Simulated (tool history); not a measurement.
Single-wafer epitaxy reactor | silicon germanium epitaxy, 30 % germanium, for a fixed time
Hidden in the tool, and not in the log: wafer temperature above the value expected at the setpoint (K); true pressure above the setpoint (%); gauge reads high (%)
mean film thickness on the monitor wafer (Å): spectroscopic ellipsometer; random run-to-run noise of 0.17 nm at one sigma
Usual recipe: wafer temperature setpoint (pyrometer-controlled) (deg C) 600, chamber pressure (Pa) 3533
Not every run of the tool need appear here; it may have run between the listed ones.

run	hour	wafer temperature setpoint (pyrometer-controlled) (deg C)	chamber pressure (Pa)	wafers since the last listed run	hours since the last pyrometer calibration	hours since the last manometer calibration	hours since the showerhead was replaced	hours since the gauge calibration	read-back reference wafer on the same gauge, thickness_nm	mean film thickness on the monitor wafer (Å)
1	0.0	595	3533	0	1413.0	905.1	3892.8	270.1	70.565	615.28
2	16.6	605	3533	152	1429.6	921.7	3909.4	286.7	70.556	756.84
3	41.1	605	3533	224	1454.1	946.2	3933.9	311.2	70.534	763.55
4	72.9	605	3533	291	1485.9	978.0	3965.7	343.0	70.524	765.14
5	91.0	591	3813	165	1504.0	996.1	3983.8	361.1	70.530	591.01
6	114.9	600	3533	219	1527.9	1020.0	4007.7	385.0	70.541	690.75
7	145.0	600	3533	275	1558.0	1050.1	4037.8	415.1	70.567	689.28
8	177.7	600	3533	299	1590.7	1082.8	4070.5	447.8	70.527	689.00
9	212.2	600	3533	316	1625.2	1117.3	4105.0	482.3	70.613	689.66
10	240.4	600	3533	258	1653.4	1145.5	4133.2	510.5	70.577	693.43
11	258.1	600	3533	162	1671.1	1163.2	4150.9	528.2	70.640	694.57
12	288.7	600	3533	280	1701.7	1193.8	4181.5	558.8	70.611	689.36
13	304.3	600	3533	143	1717.3	1209.4	4197.1	574.4	70.628	694.89
# hour 330.7: gauge calibrated
14	337.1	600	3533	300	1750.1	1242.2	4229.9	6.4	70.600	691.63
15	354.1	610	3266	155	1767.1	1259.2	4246.9	23.4	70.513	822.53
16	382.2	610	3266	257	1795.2	1287.3	4275.0	51.5	70.549	822.24
17	396.5	596	3293	131	1809.5	1301.6	4289.3	65.8	70.579	617.37
18	424.7	586	2800	258	1837.7	1329.8	4317.5	94.0	70.675	465.49
19	456.8	600	4186	294	1869.8	1361.9	4349.6	126.1	70.502	751.07
20	471.3	591	3813	132	1884.3	1376.4	4364.1	140.6	70.615	597.89
21	488.9	608	2773	161	1901.9	1394.0	4381.7	158.2	70.541	737.06
# hour 505.4: pyrometer calibrated
22	510.0	613	3533	120	4.6	1415.1	4402.8	179.3	70.584	911.70
23	537.7	610	3880	253	32.3	1442.8	4430.5	207.0	70.578	894.28

Forecast run 24:
# hour 568.0: capacitance manometer re-zeroed and calibrated
24	569.3	600	3533	216	63.9	1.3	4462.1	238.6	?	?

Run 24 produced read-back reference wafer on the same gauge, thickness_nm 70.637, mean film thickness on the monitor wafer (Å) 677.80.
If the tool had no hidden condition, the same run with the same run-to-run variation would have returned mean film thickness on the monitor wafer (Å) 678.22.

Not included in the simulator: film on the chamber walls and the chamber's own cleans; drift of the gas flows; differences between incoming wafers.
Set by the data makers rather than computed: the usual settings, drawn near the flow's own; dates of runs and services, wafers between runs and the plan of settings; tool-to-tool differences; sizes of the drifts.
